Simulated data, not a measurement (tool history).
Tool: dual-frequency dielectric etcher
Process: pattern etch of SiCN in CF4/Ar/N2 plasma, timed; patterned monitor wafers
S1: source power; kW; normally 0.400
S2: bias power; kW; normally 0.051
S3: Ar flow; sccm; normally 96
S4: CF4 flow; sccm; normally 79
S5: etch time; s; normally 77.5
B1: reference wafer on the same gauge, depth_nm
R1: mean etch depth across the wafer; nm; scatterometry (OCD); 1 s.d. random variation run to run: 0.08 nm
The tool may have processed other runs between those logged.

| run | hour | S1 | S2 | S3 | S4 | S5 | B1 | R1 |
|---|---|---|---|---|---|---|---|---|
| 1 | 0.0 | 0.400 | 0.051 | 96 | 79 | 77.5 | 46.4 | 54.9 |
| 2 | 8.7 | 0.400 | 0.051 | 96 | 79 | 77.5 | 46.4 | 54.9 |
| 3 | 21.4 | 0.400 | 0.051 | 96 | 79 | 77.5 | 46.4 | 55.0 |
| 4 | 36.2 | 0.400 | 0.051 | 96 | 73 | 77.5 | 46.4 | 54.5 |
| 5 | 47.7 | 0.400 | 0.051 | 96 | 73 | 77.5 | 46.4 | 54.4 |
| 6 | 55.8 | 0.400 | 0.043 | 96 | 79 | 77.5 | 46.4 | 53.2 |
| 7 | 69.5 | 0.400 | 0.051 | 96 | 79 | 77.5 | 46.4 | 55.1 |
| 8 | 80.3 | 0.400 | 0.051 | 96 | 79 | 77.5 | 46.4 | 55.0 |
| 9 | 95.7 | 0.400 | 0.051 | 96 | 68 | 77.5 | 46.4 | 54.1 |
| 10 | 104.6 | 0.400 | 0.051 | 113 | 79 | 77.5 | 46.4 | 53.7 |
|  | 130.2 | wet clean of the chamber |
| 11 | 130.7 | 0.400 | 0.051 | 116 | 72 | 77.5 | 46.4 | 51.3 |
| 12 | 131.0 | 0.350 | 0.051 | 83 | 74 | 85.0 | 46.4 | 52.1 |
| 13 | 142.4 | 0.400 | 0.051 | 96 | 79 | 77.5 | 46.4 | 53.5 |
| 14 | 158.5 | 0.400 | 0.048 | 96 | 79 | 98.5 | 46.4 | 67.1 |
|  | 166.0 | Ar flow controller replaced |
|  | 181.2 | gauge calibrated |
|  | 185.6 | upper electrode replaced |
| 15 | 186.1 | 0.460 | 0.051 | 110 | 79 | 77.5 | 46.4 | 59.9 |
| 16 | 186.5 | 0.400 | 0.051 | 96 | 79 | 77.5 | 46.4 | 53.6 |
|  | 195.6 | bias power generator calibrated |
| 17 | 196.5 | 0.340 | 0.051 | 112 | 90 | 64.5 | 46.4 | 37.6 |
|  | 201.2 | source power generator calibrated |
|  | 210.0 | CF4 flow controller replaced |
| 18 | 210.5 | 0.400 | 0.051 | 96 | 79 | 71.0 | 46.4 | 49.3 |
| 19 | 219.8 | 0.400 | 0.051 | 96 | 79 | 77.5 | 46.4 | 53.8 |
| 20 | 234.1 | 0.400 | 0.051 | 119 | 79 | 84.0 | 46.4 | 56.4 |
| 21 | 249.8 | 0.350 | 0.051 | 96 | 98 | 77.5 | 46.4 | 48.4 |
| 22 | 277.8 | 0.400 | 0.051 | 96 | 79 | 64.5 | 46.4 | 44.8 |

Consider 3 possible next runs. They are alternatives, not a sequence: every one starts from the tool as it was left by run 22. What does each give?
| A | 278.2 | 0.400 | 0.051 | 96 | 79 | 77.5 | ? | ? |
| B | 278.2 | 0.400 | 0.051 | 111 | 92 | 77.5 | ? | ? |
| C | 278.2 | 0.450 | 0.047 | 116 | 79 | 71.0 | ? | ? |

| run | B1 | R1 |
|---|---|---|
| A | 46.4 | 53.9 |
| B | 46.4 | 53.6 |
| C | 46.4 | 52.7 |
With no hidden state in the tool, these same runs would have given:
| run | R1 |
|---|---|
| A | 53.6 |
| B | 53.3 |
| C | 52.4 |
